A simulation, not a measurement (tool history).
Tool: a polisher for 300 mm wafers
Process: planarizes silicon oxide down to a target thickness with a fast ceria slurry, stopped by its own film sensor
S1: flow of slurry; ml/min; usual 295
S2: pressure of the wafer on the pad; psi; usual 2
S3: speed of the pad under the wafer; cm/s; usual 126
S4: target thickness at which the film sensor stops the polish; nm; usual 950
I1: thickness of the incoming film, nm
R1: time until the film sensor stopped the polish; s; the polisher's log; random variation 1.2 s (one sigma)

{"run": 1, "hour": 0.0, "S1": 295, "S2": 2, "S3": 136, "S4": 950, "I1": 2544.7, "R1": 103}
{"run": 2, "hour": 17.0, "S1": 295, "S2": 2, "S3": 136, "S4": 950, "I1": 2514.4, "R1": 101}
{"run": 3, "hour": 33.2, "S1": 295, "S2": 2, "S3": 136, "S4": 950, "I1": 2550.7, "R1": 106.4}
{"run": 4, "hour": 42.8, "S1": 295, "S2": 2, "S3": 126, "S4": 950, "I1": 2532.9, "R1": 114.7}
{"run": 5, "hour": 51.2, "S1": 295, "S2": 2, "S3": 126, "S4": 950, "I1": 2555.3, "R1": 119.7}
{"run": 6, "hour": 62.6, "S1": 295, "S2": 2, "S3": 126, "S4": 950, "I1": 2526.1, "R1": 115.8}
{"run": 7, "hour": 77.2, "S1": 295, "S2": 2.5, "S3": 126, "S4": 950, "I1": 2475.1, "R1": 94.7}
{"run": 8, "hour": 90.8, "S1": 295, "S2": 2.5, "S3": 126, "S4": 950, "I1": 2536.6, "R1": 100.4}
{"hour": 99.0, "done": "worn pad replaced by a new one, of another model than before"}
{"run": 9, "hour": 106.4, "S1": 295, "S2": 2.5, "S3": 126, "S4": 950, "I1": 2527.2, "R1": 93.6}
{"hour": 149.2, "done": "head pressure recalibrated"}
{"run": 10, "hour": 159.9, "S1": 295, "S2": 2, "S3": 126, "S4": 1293, "I1": 2547.3, "R1": 86.2}
{"hour": 209.2, "done": "slurry nozzle cleaned"}
{"hour": 209.3, "done": "worn pad replaced by a new one"}
{"run": 11, "hour": 210.2, "S1": 295, "S2": 2, "S3": 126, "S4": 1293, "I1": 2490.2, "R1": 79.6}
{"run": 12, "hour": 218.4, "S1": 295, "S2": 2, "S3": 126, "S4": 1293, "I1": 2523.1, "R1": 83.1}
{"run": 13, "hour": 233.6, "S1": 345, "S2": 2, "S3": 126, "S4": 1210, "I1": 2538.9, "R1": 89.6}
{"run": 14, "hour": 246.1, "S1": 295, "S2": 2, "S3": 126, "S4": 576, "I1": 2506.1, "R1": 132}
{"run": 15, "hour": 255.4, "S1": 295, "S2": 2, "S3": 126, "S4": 576, "I1": 2550.6, "R1": 135.8}
{"run": 16, "hour": 269.9, "S1": 295, "S2": 2, "S3": 126, "S4": 576, "I1": 2531.5, "R1": 135.4}
{"run": 17, "hour": 276.5, "S1": 295, "S2": 2, "S3": 126, "S4": 950, "I1": 2482.1, "R1": 106.6}
{"run": 18, "hour": 288.1, "S1": 295, "S2": 2, "S3": 126, "S4": 950, "I1": 2508.5, "R1": 112}
{"run": 19, "hour": 297.9, "S1": 295, "S2": 1.5, "S3": 126, "S4": 950, "I1": 2497.4, "R1": 130.9}
{"run": 20, "hour": 311.0, "S1": 295, "S2": 1.5, "S3": 148, "S4": 410, "I1": 2504.2, "R1": 167.4}
{"run": 21, "hour": 317.7, "S1": 295, "S2": 2, "S3": 126, "S4": 950, "I1": 2522.4, "R1": 121.2}
{"hour": 331.2, "done": "worn pad replaced by a new one"}
{"run": 22, "hour": 331.7, "S1": 295, "S2": 2, "S3": 126, "S4": 950, "I1": 2538.1, "R1": 105.8}
{"run": 23, "hour": 337.8, "S1": 295, "S2": 2.7, "S3": 126, "S4": 950, "I1": 2511, "R1": 88.3}
{"run": 24, "hour": 354.1, "S1": 295, "S2": 1.5, "S3": 84, "S4": 657, "I1": 2491, "R1": 187.4}
{"run": 25, "hour": 370.0, "S1": 340, "S2": 2, "S3": 126, "S4": 950, "I1": 2480.9, "R1": 102.4}
{"run": 26, "hour": 387.7, "S1": 295, "S2": 1.6, "S3": 126, "S4": 950, "I1": 2523.4, "R1": 125.7}
{"run": 27, "hour": 400.9, "S1": 245, "S2": 2, "S3": 170, "S4": 1350, "I1": 2517.4, "R1": 67.4}
{"run": 28, "hour": 413.2, "S1": 320, "S2": 1.5, "S3": 126, "S4": 950, "I1": 2511.7, "R1": 131}
{"run": 29, "hour": 420.4, "S1": 295, "S2": 2, "S3": 126, "S4": 950, "I1": 2528.5, "R1": 117.7}
{"hour": 429.1, "done": "worn pad replaced by a new one"}
{"run": 30, "hour": 433.4, "S1": 295, "S2": 2, "S3": 90, "S4": 1249, "I1": 2557.6, "R1": 109.4}
{"run": 31, "hour": 440.5, "S1": 245, "S2": 2.2, "S3": 106, "S4": 950, "I1": 2551.2, "R1": 115.4}
{"run": 32, "hour": 453.5, "S1": 295, "S2": 2, "S3": 126, "S4": 950, "I1": 2517.6, "R1": 109}
{"run": 33, "hour": 469.9, "S1": 295, "S2": 2.2, "S3": 146, "S4": 950, "I1": 2495, "R1": 89.4}
{"run": 34, "hour": 478.2, "S1": 295, "S2": 2, "S3": 126, "S4": 950, "I1": 2509.9, "R1": 108.1}
{"run": 35, "hour": 490.2, "S1": 295, "S2": 2, "S3": 126, "S4": 950, "I1": 2514.7, "R1": 111.8}

Some steps in R1 between neighbouring runs. How much of each would the tool show without its hidden state too (settings, what came in, random variation), and how much is left for the hidden state, with any gauge scatter that isn't in both results?
The hidden state here: removal rate lost through wear of the pad, %; slurry flow missing at the pad, %; deviation of the head's pressure from its setpoint, %.
Run 8 -> 9: worn pad replaced by a new one, of another model than before. R1 -6.8 s: hidden state -15.9, all else +9.1.
Run 21 -> 22: worn pad replaced by a new one. R1 -15.4 s: hidden state -14, all else -1.4.
Run 23 -> 24: S2 2.7 -> 1.5, S3 126 -> 84, S4 950 -> 657. R1 +99.1 s: hidden state +1.4, all else +97.7.
Run 24 -> 25: S1 295 -> 340, S2 1.5 -> 2, S3 84 -> 126, S4 657 -> 950. R1 -85 s: hidden state +0.1, all else -85.1.
Run 27 -> 28: S1 245 -> 320, S2 2 -> 1.5, S3 170 -> 126, S4 1350 -> 950. R1 +63.6 s: hidden state +5.7, all else +57.9.
Run 29 -> 30: S3 126 -> 90, S4 950 -> 1249, worn pad replaced by a new one. R1 -8.3 s: hidden state -7.6, all else -0.7.
